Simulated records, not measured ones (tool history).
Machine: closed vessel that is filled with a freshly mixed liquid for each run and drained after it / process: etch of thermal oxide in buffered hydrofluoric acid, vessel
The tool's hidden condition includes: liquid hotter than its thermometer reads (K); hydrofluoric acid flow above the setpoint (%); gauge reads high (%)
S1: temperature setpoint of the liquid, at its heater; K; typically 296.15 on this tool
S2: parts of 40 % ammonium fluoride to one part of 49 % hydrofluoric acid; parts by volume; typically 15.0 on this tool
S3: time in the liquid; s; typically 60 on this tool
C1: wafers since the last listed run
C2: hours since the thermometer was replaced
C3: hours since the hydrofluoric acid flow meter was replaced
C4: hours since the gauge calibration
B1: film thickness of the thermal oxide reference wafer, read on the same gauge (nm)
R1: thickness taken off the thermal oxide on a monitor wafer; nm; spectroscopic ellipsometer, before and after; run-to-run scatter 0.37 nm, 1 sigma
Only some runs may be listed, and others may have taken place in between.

{"run": 1, "hour": 0.0, "S1": 296.15, "S2": 15.0, "S3": 35, "C1": 0, "C2": 1478.4, "C3": 1222.3, "C4": 460.4, "B1": 90.0, "R1": 28.22}
{"run": 2, "hour": 86.3, "S1": 298.65, "S2": 15.0, "S3": 60, "C1": 7554, "C2": 1564.7, "C3": 1308.6, "C4": 546.7, "B1": 89.96, "R1": 56.71}
{"run": 3, "hour": 166.4, "S1": 298.65, "S2": 15.0, "S3": 60, "C1": 7011, "C2": 1644.8, "C3": 1388.7, "C4": 626.8, "B1": 89.98, "R1": 57.02}
{"run": 4, "hour": 269.8, "S1": 298.65, "S2": 15.0, "S3": 60, "C1": 9051, "C2": 1748.2, "C3": 1492.1, "C4": 730.2, "B1": 89.99, "R1": 57.64}
{"run": 5, "hour": 310.1, "S1": 296.15, "S2": 15.0, "S3": 60, "C1": 3527, "C2": 1788.5, "C3": 1532.4, "C4": 770.5, "B1": 90.01, "R1": 49.77}
{"hour": 343.0, "done": "hydrofluoric acid flow meter replaced"}
{"run": 6, "hour": 378.3, "S1": 296.15, "S2": 15.0, "S3": 60, "C1": 5882, "C2": 1856.7, "C3": 35.3, "C4": 838.7, "B1": 89.97, "R1": 45.14}
{"run": 7, "hour": 416.4, "S1": 296.15, "S2": 15.0, "S3": 60, "C1": 3335, "C2": 1894.8, "C3": 73.4, "C4": 876.8, "B1": 89.98, "R1": 45.17}
{"run": 8, "hour": 458.7, "S1": 296.15, "S2": 17.0, "S3": 80, "C1": 3702, "C2": 1937.1, "C3": 115.7, "C4": 919.1, "B1": 90.05, "R1": 53.84}
{"run": 9, "hour": 561.7, "S1": 296.15, "S2": 15.0, "S3": 60, "C1": 9016, "C2": 2040.1, "C3": 218.7, "C4": 1022.1, "B1": 89.98, "R1": 45.71}
{"hour": 610.3, "done": "thermometer replaced"}
{"run": 10, "hour": 640.9, "S1": 296.15, "S2": 15.0, "S3": 75, "C1": 6845, "C2": 30.6, "C3": 297.9, "C4": 1101.3, "B1": 90.0, "R1": 57.74}
{"run": 11, "hour": 742.1, "S1": 296.15, "S2": 15.0, "S3": 35, "C1": 8858, "C2": 131.8, "C3": 399.1, "C4": 1202.5, "B1": 90.0, "R1": 26.9}
{"run": 12, "hour": 824.6, "S1": 291.65, "S2": 19.5, "S3": 30, "C1": 7221, "C2": 214.3, "C3": 481.6, "C4": 1285.0, "B1": 89.99, "R1": 14.01}
{"hour": 844.8, "done": "gauge calibrated"}
{"run": 13, "hour": 884.3, "S1": 298.15, "S2": 19.0, "S3": 60, "C1": 5226, "C2": 274.0, "C3": 541.3, "C4": 39.5, "B1": 90.02, "R1": 41.31}
{"run": 14, "hour": 990.6, "S1": 296.15, "S2": 15.0, "S3": 60, "C1": 9305, "C2": 380.3, "C3": 647.6, "C4": 145.8, "B1": 90.03, "R1": 46.71}
{"run": 15, "hour": 1093.4, "S1": 292.15, "S2": 15.0, "S3": 60, "C1": 8998, "C2": 483.1, "C3": 750.4, "C4": 248.6, "B1": 89.97, "R1": 38.27}

Below are 5 alternative next runs, each starting from the tool's condition after run 15. Predict each:
{"run": "A", "hour": 1094.1, "S1": 296.15, "S2": 12.0, "S3": 60, "C1": 61, "C2": 483.8, "C3": 751.1, "C4": 249.3, "B1": "?", "R1": "?"}
{"run": "B", "hour": 1094.1, "S1": 294.15, "S2": 11.5, "S3": 60, "C1": 61, "C2": 483.8, "C3": 751.1, "C4": 249.3, "B1": "?", "R1": "?"}
{"run": "C", "hour": 1094.1, "S1": 301.15, "S2": 13.0, "S3": 90, "C1": 61, "C2": 483.8, "C3": 751.1, "C4": 249.3, "B1": "?", "R1": "?"}
{"run": "D", "hour": 1094.1, "S1": 298.15, "S2": 15.0, "S3": 60, "C1": 61, "C2": 483.8, "C3": 751.1, "C4": 249.3, "B1": "?", "R1": "?"}
{"run": "E", "hour": 1094.1, "S1": 299.15, "S2": 10.5, "S3": 95, "C1": 61, "C2": 483.8, "C3": 751.1, "C4": 249.3, "B1": "?", "R1": "?"}

run=A B1=90.05 R1=58.54
run=B B1=90.05 R1=54.64
run=C B1=90.05 R1=106.39
run=D B1=90.05 R1=52.48
run=E B1=90.05 R1=123.91
With the hidden condition removed and each run's random variation left untouched, the same runs would have given:
run=A R1=55.38
run=B R1=51.69
run=C R1=100.64
run=D R1=49.63
run=E R1=117.57
